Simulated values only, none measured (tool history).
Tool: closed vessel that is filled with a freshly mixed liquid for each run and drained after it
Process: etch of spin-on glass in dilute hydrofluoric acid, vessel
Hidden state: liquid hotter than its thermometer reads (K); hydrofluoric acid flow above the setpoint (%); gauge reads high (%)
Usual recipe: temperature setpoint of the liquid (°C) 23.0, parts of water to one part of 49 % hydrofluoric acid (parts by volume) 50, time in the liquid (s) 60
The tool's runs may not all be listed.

run   hour  temperature setpoint of the liquid (°C)  parts of water to one part of 49 % hydrofluoric acid (parts by volume)  time in the liquid (s)  wafers since the last listed run  hours since the thermometer was replaced  hours since the hydrofluoric acid flow meter was replaced  hours since the gauge calibration  read-back film thickness of the spin-on glass reference wafer, read on the same gauge (nm)  thickness taken off the spin-on glass on a monitor wafer (angstrom)
  1    0.0                                     23.0                                                                      50                      60                                 0                                     749.9                                                     1142.8                              429.0                                                                                      100.00                                                                533.1
  2   66.0                                     23.0                                                                      50                      60                              7576                                     815.9                                                     1208.8                              495.0                                                                                      100.04                                                                540.7
  3   95.3                                     25.5                                                                      50                      60                              3363                                     845.2                                                     1238.1                              524.3                                                                                      100.01                                                                594.7
  4  122.6                                     25.5                                                                      50                      60                              3133                                     872.5                                                     1265.4                              551.6                                                                                       99.99                                                                595.5
  5  180.5                                     25.0                                                                      60                      60                              6646                                     930.4                                                     1323.3                              609.5                                                                                      100.01                                                                483.2
  6  214.1                                     25.0                                                                      60                      60                              3857                                     964.0                                                     1356.9                              643.1                                                                                      100.03                                                                493.2
  7  265.4                                     23.0                                                                      50                      35                              5888                                    1015.3                                                     1408.2                              694.4                                                                                      100.01                                                                316.5
  8  290.6                                     23.0                                                                      50                      60                              2892                                    1040.5                                                     1433.4                              719.6                                                                                       99.99                                                                547.9
  9  314.8                                     22.0                                                                      50                      60                              2777                                    1064.7                                                     1457.6                              743.8                                                                                       99.99                                                                528.5
     343.3  -- hydrofluoric acid flow meter replaced
 10  383.9                                     22.0                                                                      50                      60                              7817                                    1133.8                                                       40.6                              812.9                                                                                       99.99                                                                505.7
     394.5  -- gauge calibrated
     399.9  -- thermometer replaced
 11  444.7                                     19.0                                                                      50                      70                              6864                                      44.8                                                      101.4                               50.2                                                                                      100.03                                                                496.7
 12  495.8                                     19.0                                                                      50                      70                              5865                                      95.9                                                      152.5                              101.3                                                                                      100.00                                                                494.4
 13  545.8                                     23.0                                                                      50                      60                              5739                                     145.9                                                      202.5                              151.3                                                                                       99.99                                                                499.9
 14  586.2                                     19.5                                                                      45                      60                              4637                                     186.3                                                      242.9                              191.7                                                                                       99.98                                                                489.7
 15  621.3                                     25.5                                                                      35                      85                              4029                                     221.4                                                      278.0                              226.8                                                                                      100.00                                                               1147.5
 16  739.9                                     28.0                                                                      25                      60                             13614                                     340.0                                                      396.6                              345.4                                                                                       99.98                                                               1301.9
 17  770.4                                     21.5                                                                      65                      85                              3501                                     370.5                                                      427.1                              375.9                                                                                      100.00                                                                513.8
 18  815.8                                     26.5                                                                      45                      60                              5211                                     415.9                                                      472.5                              421.3                                                                                       99.99                                                                668.4
 19  852.8                                     23.0                                                                      50                      60                              4247                                     452.9                                                      509.5                              458.3                                                                                      100.05                                                                518.3
 20  911.4                                     24.5                                                                      50                      40                              6726                                     511.5                                                      568.1                              516.9                                                                                      100.00                                                                365.4

Expected results for the next run?
 21  982.9                                     26.0                                                                      30                      50                              8207                                     583.0                                                      639.6                              588.4                                                                                           ?                                                                    ?

read-back film thickness of the spin-on glass reference wafer, read on the same gauge (nm): 100.01
thickness taken off the spin-on glass on a monitor wafer (angstrom): 835.8
Without the tool's hidden state the same run would have given thickness taken off the spin-on glass on a monitor wafer (angstrom) 791.3.
